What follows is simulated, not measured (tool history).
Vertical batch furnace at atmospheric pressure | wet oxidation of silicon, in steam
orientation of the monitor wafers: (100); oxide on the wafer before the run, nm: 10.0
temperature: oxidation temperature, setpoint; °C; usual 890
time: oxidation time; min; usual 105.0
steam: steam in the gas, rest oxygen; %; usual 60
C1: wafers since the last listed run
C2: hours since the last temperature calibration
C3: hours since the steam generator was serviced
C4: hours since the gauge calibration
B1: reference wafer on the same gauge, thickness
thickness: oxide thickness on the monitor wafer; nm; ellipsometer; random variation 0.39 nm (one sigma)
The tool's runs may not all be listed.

Run 1, hour 0.0: usual settings; C1 0; C2 3316.9; C3 2527.8; C4 1434.2; B1 138.99. Result: thickness 177.12 nm.
Run 2, hour 59.1: usual settings; C1 559; C2 3376.0; C3 2586.9; C4 1493.3; B1 139.03. Result: thickness 177.38 nm.
Run 3, hour 118.7: usual settings; C1 564; C2 3435.6; C3 2646.5; C4 1552.9; B1 138.96. Result: thickness 178.16 nm.
Run 4, hour 225.5: usual settings but temperature 907 °C; C1 1010; C2 3542.4; C3 2753.3; C4 1659.7; B1 139.01. Result: thickness 221.16 nm.
Run 5, hour 299.8: usual settings but temperature 907 °C; C1 703; C2 3616.7; C3 2827.6; C4 1734.0; B1 139.01. Result: thickness 221.91 nm.
Run 6, hour 350.2: usual settings; C1 476; C2 3667.1; C3 2878.0; C4 1784.4; B1 139.03. Result: thickness 178.66 nm.
Run 7, hour 455.9: usual settings; C1 1000; C2 3772.8; C3 2983.7; C4 1890.1; B1 139.05. Result: thickness 179.91 nm.
Run 8, hour 544.5: usual settings; C1 838; C2 3861.4; C3 3072.3; C4 1978.7; B1 139.00. Result: thickness 180.57 nm.
Run 9, hour 598.5: usual settings but steam 67 %; C1 511; C2 3915.4; C3 3126.3; C4 2032.7; B1 139.08. Result: thickness 197.45 nm.
Run 10, hour 667.7: usual settings but steam 67 %; C1 654; C2 3984.6; C3 3195.5; C4 2101.9; B1 139.03. Result: thickness 198.08 nm.
At hour 683.0: gauge calibrated.
Run 11, hour 744.8: usual settings but steam 67 %; C1 729; C2 4061.7; C3 3272.6; C4 61.8; B1 138.95. Result: thickness 198.58 nm.
At hour 772.9: steam generator serviced.
Run 12, hour 796.2: usual settings; C1 259; C2 4113.1; C3 23.3; C4 113.2; B1 138.98. Result: thickness 181.96 nm.
Run 13, hour 843.6: usual settings but temperature 898 °C, time 87.0 min, steam 49 %; C1 448; C2 4160.5; C3 70.7; C4 160.6; B1 139.01. Result: thickness 145.03 nm.
At hour 904.1: thermocouples replaced and temperature profile calibrated.
Run 14, hour 925.5: usual settings; C1 547; C2 21.4; C3 152.6; C4 242.5; B1 139.02. Result: thickness 170.06 nm.
Run 15, hour 990.4: usual settings but temperature 898 °C, steam 51 %; C1 614; C2 86.3; C3 217.5; C4 307.4; B1 139.00. Result: thickness 165.15 nm.
Run 16, hour 1033.1: usual settings but temperature 879 °C, time 90.5 min, steam 55 %; C1 404; C2 129.0; C3 260.2; C4 350.1; B1 139.06. Result: thickness 118.83 nm.
Run 17, hour 1087.4: usual settings but temperature 909 °C, steam 63 %; C1 513; C2 183.3; C3 314.5; C4 404.4; B1 138.98. Result: thickness 226.94 nm.
Run 18, hour 1226.7: usual settings but temperature 909 °C, time 122.5 min, steam 53 %; C1 1318; C2 322.6; C3 453.8; C4 543.7; B1 138.95. Result: thickness 223.98 nm.
Run 19, hour 1294.9: usual settings; C1 645; C2 390.8; C3 522.0; C4 611.9; B1 138.98. Result: thickness 169.86 nm.
Run 20, hour 1338.4: usual settings but time 77.0 min, steam 70 %; C1 411; C2 434.3; C3 565.5; C4 655.4; B1 139.02. Result: thickness 149.25 nm.
Run 21, hour 1413.2: usual settings but temperature 908 °C, time 141.5 min, steam 54 %; C1 707; C2 509.1; C3 640.3; C4 730.2; B1 139.05. Result: thickness 252.90 nm.
Run 22, hour 1452.6: usual settings; C1 372; C2 548.5; C3 679.7; C4 769.6; B1 138.98. Result: thickness 170.63 nm.
Run 23, hour 1530.0: usual settings but temperature 904 °C; C1 732; C2 625.9; C3 757.1; C4 847.0; B1 138.95. Result: thickness 204.53 nm.
Run 24, hour 1585.6: usual settings but temperature 904 °C, time 148.5 min; C1 526; C2 681.5; C3 812.7; C4 902.6; B1 138.97. Result: thickness 274.26 nm.

Forecast each of these 3 alternatives for the next run:
Run A, hour 1590.9: usual settings but steam 51 %; C1 50; C2 686.8; C3 818.0; C4 907.9; B1 ?. Result: thickness ?.
Run B, hour 1590.9: usual settings but temperature 900 °C, time 85.5 min, steam 69 %; C1 50; C2 686.8; C3 818.0; C4 907.9; B1 ?. Result: thickness ?.
Run C, hour 1590.9: usual settings but steam 64 %; C1 50; C2 686.8; C3 818.0; C4 907.9; B1 ?. Result: thickness ?.

run      B1  thickness
  A  138.99     148.25
  B  138.99     184.47
  C  138.99     179.80
Without the tool's hidden state the same runs would have given:
run  thickness
  A     147.44
  B     183.52
  C     178.84

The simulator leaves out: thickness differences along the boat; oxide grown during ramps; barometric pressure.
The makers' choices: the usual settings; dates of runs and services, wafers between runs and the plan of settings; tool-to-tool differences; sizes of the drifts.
